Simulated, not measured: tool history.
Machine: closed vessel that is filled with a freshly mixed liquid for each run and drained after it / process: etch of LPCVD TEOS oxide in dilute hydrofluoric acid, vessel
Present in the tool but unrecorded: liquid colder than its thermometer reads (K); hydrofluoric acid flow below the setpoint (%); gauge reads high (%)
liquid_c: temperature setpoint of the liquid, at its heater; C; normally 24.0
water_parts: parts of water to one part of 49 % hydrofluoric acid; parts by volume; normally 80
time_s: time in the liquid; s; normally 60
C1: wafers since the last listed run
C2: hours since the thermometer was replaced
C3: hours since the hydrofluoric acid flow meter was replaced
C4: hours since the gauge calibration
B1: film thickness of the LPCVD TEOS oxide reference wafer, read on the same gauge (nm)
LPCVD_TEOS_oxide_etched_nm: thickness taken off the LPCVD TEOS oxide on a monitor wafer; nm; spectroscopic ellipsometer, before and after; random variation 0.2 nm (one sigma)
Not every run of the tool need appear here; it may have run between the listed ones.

run 1 hour=0.0 | liquid_c=28.0 water_parts=80 time_s=60 | C1=0 C2=1168.8 C3=1013.3 C4=14.9 | B1=50.01 | LPCVD_TEOS_oxide_etched_nm=31.46
run 2 hour=9.4 | liquid_c=28.0 water_parts=80 time_s=60 | C1=609 C2=1178.2 C3=1022.7 C4=24.3 | B1=50.00 | LPCVD_TEOS_oxide_etched_nm=31.04
run 3 hour=18.2 | liquid_c=28.0 water_parts=80 time_s=60 | C1=570 C2=1187.0 C3=1031.5 C4=33.1 | B1=49.97 | LPCVD_TEOS_oxide_etched_nm=31.06
run 4 hour=27.5 | liquid_c=24.0 water_parts=80 time_s=60 | C1=603 C2=1196.3 C3=1040.8 C4=42.4 | B1=50.01 | LPCVD_TEOS_oxide_etched_nm=26.45
run 5 hour=38.3 | liquid_c=24.0 water_parts=80 time_s=60 | C1=700 C2=1207.1 C3=1051.6 C4=53.2 | B1=50.06 | LPCVD_TEOS_oxide_etched_nm=26.43
run 6 hour=56.0 | liquid_c=24.0 water_parts=80 time_s=60 | C1=1147 C2=1224.8 C3=1069.3 C4=70.9 | B1=49.99 | LPCVD_TEOS_oxide_etched_nm=26.35
run 7 hour=64.1 | liquid_c=24.0 water_parts=80 time_s=60 | C1=525 C2=1232.9 C3=1077.4 C4=79.0 | B1=49.96 | LPCVD_TEOS_oxide_etched_nm=26.30
run 8 hour=77.1 | liquid_c=24.0 water_parts=80 time_s=45 | C1=842 C2=1245.9 C3=1090.4 C4=92.0 | B1=50.01 | LPCVD_TEOS_oxide_etched_nm=19.85
run 9 hour=85.2 | liquid_c=24.0 water_parts=80 time_s=45 | C1=525 C2=1254.0 C3=1098.5 C4=100.1 | B1=50.03 | LPCVD_TEOS_oxide_etched_nm=19.91
run 10 hour=99.9 | liquid_c=24.0 water_parts=80 time_s=45 | C1=953 C2=1268.7 C3=1113.2 C4=114.8 | B1=49.97 | LPCVD_TEOS_oxide_etched_nm=19.86
run 11 hour=109.8 | liquid_c=24.0 water_parts=80 time_s=60 | C1=641 C2=1278.6 C3=1123.1 C4=124.7 | B1=50.00 | LPCVD_TEOS_oxide_etched_nm=26.67
run 12 hour=118.2 | liquid_c=24.0 water_parts=80 time_s=60 | C1=544 C2=1287.0 C3=1131.5 C4=133.1 | B1=50.00 | LPCVD_TEOS_oxide_etched_nm=26.30
run 13 hour=131.2 | liquid_c=24.0 water_parts=80 time_s=60 | C1=842 C2=1300.0 C3=1144.5 C4=146.1 | B1=50.04 | LPCVD_TEOS_oxide_etched_nm=26.50
run 14 hour=141.5 | liquid_c=24.0 water_parts=105 time_s=40 | C1=667 C2=1310.3 C3=1154.8 C4=156.4 | B1=50.01 | LPCVD_TEOS_oxide_etched_nm=13.20
run 15 hour=152.2 | liquid_c=21.5 water_parts=95 time_s=40 | C1=693 C2=1321.0 C3=1165.5 C4=167.1 | B1=50.02 | LPCVD_TEOS_oxide_etched_nm=13.14
run 16 hour=167.0 | liquid_c=29.0 water_parts=105 time_s=90 | C1=959 C2=1335.8 C3=1180.3 C4=181.9 | B1=49.97 | LPCVD_TEOS_oxide_etched_nm=35.58
run 17 hour=184.0 | liquid_c=26.0 water_parts=100 time_s=85 | C1=1102 C2=1352.8 C3=1197.3 C4=198.9 | B1=49.96 | LPCVD_TEOS_oxide_etched_nm=31.98
run 18 hour=200.9 | liquid_c=24.0 water_parts=80 time_s=80 | C1=1095 C2=1369.7 C3=1214.2 C4=215.8 | B1=49.97 | LPCVD_TEOS_oxide_etched_nm=35.48
-- hour=204.2 hydrofluoric acid flow meter replaced
-- hour=245.4 gauge calibrated
-- hour=247.4 thermometer replaced
run 19 hour=249.6 | liquid_c=26.5 water_parts=110 time_s=80 | C1=3028 C2=2.2 C3=45.4 C4=4.2 | B1=49.99 | LPCVD_TEOS_oxide_etched_nm=27.41
run 20 hour=265.9 | liquid_c=21.0 water_parts=100 time_s=30 | C1=1056 C2=18.5 C3=61.7 C4=20.5 | B1=50.03 | LPCVD_TEOS_oxide_etched_nm=9.05
run 21 hour=281.1 | liquid_c=24.0 water_parts=80 time_s=60 | C1=985 C2=33.7 C3=76.9 C4=35.7 | B1=49.98 | LPCVD_TEOS_oxide_etched_nm=26.85

Estimate the outcome of run 22 from the log above:
run 22 hour=292.1 | liquid_c=24.0 water_parts=120 time_s=60 | C1=713 C2=44.7 C3=87.9 C4=46.7 | B1=? | LPCVD_TEOS_oxide_etched_nm=?

{"run 22": {"B1": 49.98, "LPCVD_TEOS_oxide_etched_nm": 16.75}}
With no hidden state in the tool, this same run would have given LPCVD_TEOS_oxide_etched_nm 16.75 nm.
